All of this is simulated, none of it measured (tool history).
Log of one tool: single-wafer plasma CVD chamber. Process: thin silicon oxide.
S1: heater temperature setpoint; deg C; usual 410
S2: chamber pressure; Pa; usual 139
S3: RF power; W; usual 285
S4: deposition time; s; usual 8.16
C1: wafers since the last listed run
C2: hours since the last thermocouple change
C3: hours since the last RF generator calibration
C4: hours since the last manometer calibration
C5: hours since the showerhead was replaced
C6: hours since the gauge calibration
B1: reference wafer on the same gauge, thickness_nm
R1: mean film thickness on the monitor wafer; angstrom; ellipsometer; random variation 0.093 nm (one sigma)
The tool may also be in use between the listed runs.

run    hour   S1   S2   S3    S4    C1      C2     C3      C4      C5      C6      B1      R1
  1       0  403  139  285  7.12     0    27.8  112.1  1306.6  4441.7   900.5  20.788  166.67
  2    43.6  403  139  285  7.12  1713    71.4  155.7  1350.2  4485.3   944.1  20.789   167.6
  3    82.8  403  139  285  7.12  1540   110.6  194.9  1389.4  4524.5   983.3  20.777   166.1
  4   249.6  421  139  285  7.81  6555   277.4  361.7  1556.2  4691.3  1150.1  20.824   179.7
  5   286.9  421  139  285  7.81  1465   314.7    399  1593.5  4728.6  1187.4  20.811  179.56
  6   349.8  421  139  285  7.81  2471   377.6  461.9  1656.4  4791.5  1250.3  20.774  178.97
  7   382.7  410  139  285  8.16  1292   410.5  494.8  1689.3  4824.4  1283.2  20.799  188.28
  8   436.7  398  139  285  9.42  2122   464.5  548.8  1743.3  4878.4  1337.2  20.802  218.07
      449.2  -- capacitance manometer re-zeroed and calibrated
  9   503.9  403  139  285  7.12  2326   531.7    616    54.7  4945.6  1404.4  20.816  172.65
 10   559.4  410  112  250  8.16  2181   587.2  671.5   110.2  5001.1  1459.9  20.805  156.95
 11   617.1  410  139  285  8.16  2267   644.9  729.2   167.9  5058.8  1517.6  20.801  194.45
 12   656.4  410  139  285  8.16  1544   684.2  768.5   207.2  5098.1  1556.9    20.8  196.22
 13   706.1  410  108  285  8.16  1953   733.9  818.2   256.9  5147.8  1606.6  20.812  158.12
      717.5  -- gauge calibrated
      872.1  -- RF generator calibrated
 14   917.3  421  115  230  6.76  7985   945.1   45.2   468.1    5359   199.8  20.823  123.68
 15   967.8  399  153  310  8.16  1984   995.6   95.7   518.6  5409.5   250.3  20.823  220.57
      983.6  -- showerhead replaced
 16  1006.9  410  139  270  6.65  1222  1034.7  134.8   557.7    23.3   289.4  20.825  155.57
 17  1050.8  410  157  285  8.16  1725  1078.6  178.7   601.6    67.2   333.3  20.814   212.6
 18    1113  420  139  255  8.16  2444  1140.8  240.9   663.8   129.4   395.5  20.801  185.45
 19  1137.4  410  139  285  8.16   958  1165.2  265.3   688.2   153.8   419.9  20.811  195.54
 20  1188.9  410  112  250  8.16  2023  1216.7  316.8   739.7   205.3   471.4  20.791  153.78
 21  1245.2  410  139  230  8.16  2212    1273  373.1     796   261.6   527.7  20.794  175.99
 22  1364.2  410  139  285  8.16  4676    1392  492.1     915   380.6   646.7  20.809  193.91
 23  1414.9  410  139  285  9.12  1992  1442.7  542.8   965.7   431.3   697.4  20.779  217.77
 24  1448.6  410  117  240  6.97  1324  1476.4  576.5   999.4     465   731.1  20.789  133.83
 25  1510.2  410  139  285  8.78  2420    1538  638.1    1061   526.6   792.7  20.804   208.2
 26  1536.9  417  155  265  9.65  1049  1564.7  664.8  1087.7   553.3   819.4  20.799  237.63

Forecast run 27:
 27  1571.2  410  139  285  7.48  1347  1599  699.1  1122  587.6  853.7   ?   ?

B1: 20.81
R1: 177.61 angstrom
Without the tool's hidden state the same run would have given R1 178.92 angstrom.

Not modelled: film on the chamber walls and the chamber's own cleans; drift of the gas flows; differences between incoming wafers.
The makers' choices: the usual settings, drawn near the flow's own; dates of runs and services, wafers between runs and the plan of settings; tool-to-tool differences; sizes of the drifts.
